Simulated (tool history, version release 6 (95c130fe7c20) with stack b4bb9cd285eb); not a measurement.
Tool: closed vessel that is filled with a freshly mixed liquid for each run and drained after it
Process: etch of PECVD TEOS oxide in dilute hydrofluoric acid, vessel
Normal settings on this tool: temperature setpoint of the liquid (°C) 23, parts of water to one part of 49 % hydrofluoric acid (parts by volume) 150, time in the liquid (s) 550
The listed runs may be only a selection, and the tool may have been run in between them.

run    hour  temperature setpoint of the liquid (°C)  parts of water to one part of 49 % hydrofluoric acid (parts by volume)  time in the liquid (s)  wafers since the last listed run  hours since the thermometer was replaced  hours since the hydrofluoric acid flow meter was replaced  hours since the gauge calibration  read-back film thickness of the PECVD TEOS oxide reference wafer, read on the same gauge (nm)  thickness taken off the PECVD TEOS oxide on a monitor wafer (nm)
  1       0                                       23                                                                     150                     550                                 0                                      1630                                                      464.7                             1896.5                                                                                          69.96                                                             53.12
  2    77.7                                       23                                                                     150                     550                              3307                                    1707.7                                                      542.4                             1974.2                                                                                          69.99                                                             53.55
      157.2  -- hydrofluoric acid flow meter replaced
  3   183.8                                       23                                                                     150                     550                              4473                                    1813.8                                                       26.6                             2080.3                                                                                          70.01                                                             52.28
  4   230.7                                       23                                                                     210                     355                              1996                                    1860.7                                                       73.5                             2127.2                                                                                          70.01                                                             22.37
  5   285.7                                       23                                                                     210                     355                              2341                                    1915.7                                                      128.5                             2182.2                                                                                             70                                                             22.73
  6   338.5                                       23                                                                     210                     355                              2247                                    1968.5                                                      181.3                               2235                                                                                          69.99                                                             22.76
  7   383.4                                       23                                                                     150                     550                              1911                                    2013.4                                                      226.2                             2279.9                                                                                             70                                                             52.52
  8   491.1                                       23                                                                     150                     550                              4584                                    2121.1                                                      333.9                             2387.6                                                                                          70.01                                                             52.86
  9   528.8                                       23                                                                     150                     625                              1604                                    2158.8                                                      371.6                             2425.3                                                                                          69.93                                                             59.99
 10   586.2                                       23                                                                     150                     625                              2443                                    2216.2                                                        429                             2482.7                                                                                             70                                                             60.17
 11   631.9                                       23                                                                     150                     625                              1945                                    2261.9                                                      474.7                             2528.4                                                                                          70.06                                                             60.48
 12   721.5                                       23                                                                     150                     455                              3813                                    2351.5                                                      564.3                               2618                                                                                          70.01                                                             44.07
      746.8  -- hydrofluoric acid flow meter replaced
 13   812.5                                       23                                                                     150                     550                              3830                                    2442.5                                                       65.7                               2709                                                                                          70.02                                                             51.49
      814.2  -- thermometer replaced
 14   864.9                                       27                                                                     150                     270                              2187                                      50.7                                                      118.1                             2761.4                                                                                          69.99                                                             30.41
 15   953.9                                       23                                                                     150                     550                              3788                                     139.7                                                      207.1                             2850.4                                                                                          69.99                                                             53.58
 16  1055.5                                       23                                                                     150                     550                              4324                                     241.3                                                      308.7                               2952                                                                                          69.97                                                             54.19
 17  1100.7                                       23                                                                     170                     550                              1923                                     286.5                                                      353.9                             2997.2                                                                                          69.99                                                             46.68
 18  1149.1                                       23                                                                     210                     355                              2060                                     334.9                                                      402.3                             3045.6                                                                                          69.94                                                              23.5
 19  1203.8                                       23                                                                     150                     790                              2328                                     389.6                                                        457                             3100.3                                                                                          69.96                                                             77.51
 20  1249.3                                       23                                                                     210                     355                              1936                                     435.1                                                      502.5                             3145.8                                                                                          69.99                                                             23.59
     1352.4  -- hydrofluoric acid flow meter replaced
 21  1354.7                                       27                                                                     220                     275                              4443                                     540.5                                                        2.3                             3251.2                                                                                          69.98                                                             19.23
 22  1454.8                                       21                                                                     195                     660                              4260                                     640.6                                                      102.4                             3351.3                                                                                             70                                                             43.12
       1501  -- gauge calibrated
 23  1506.1                                       28                                                                     150                     665                              2183                                     691.9                                                      153.7                                5.1                                                                                          69.98                                                             77.03
 24  1570.1                                       23                                                                     150                     550                              2724                                     755.9                                                      217.7                               69.1                                                                                          69.94                                                             53.46
 25  1637.3                                       23                                                                     150                     550                              2860                                     823.1                                                      284.9                              136.3                                                                                             70                                                             53.36
 26  1705.3                                       23                                                                     150                     550                              2894                                     891.1                                                      352.9                              204.3                                                                                          69.99                                                             53.56

The next listed run, before its measurement:
 27  1752.7                                       21                                                                     180                     550                              2017                                     938.5                                                      400.3                              251.7                                                                                              ?                                                                 ?

Run 27 came out at read-back film thickness of the PECVD TEOS oxide reference wafer, read on the same gauge (nm) 69.97, thickness taken off the PECVD TEOS oxide on a monitor wafer (nm) 39.99.
Had the tool carried no hidden state, the very same run would have given thickness taken off the PECVD TEOS oxide on a monitor wafer (nm) 39.66.
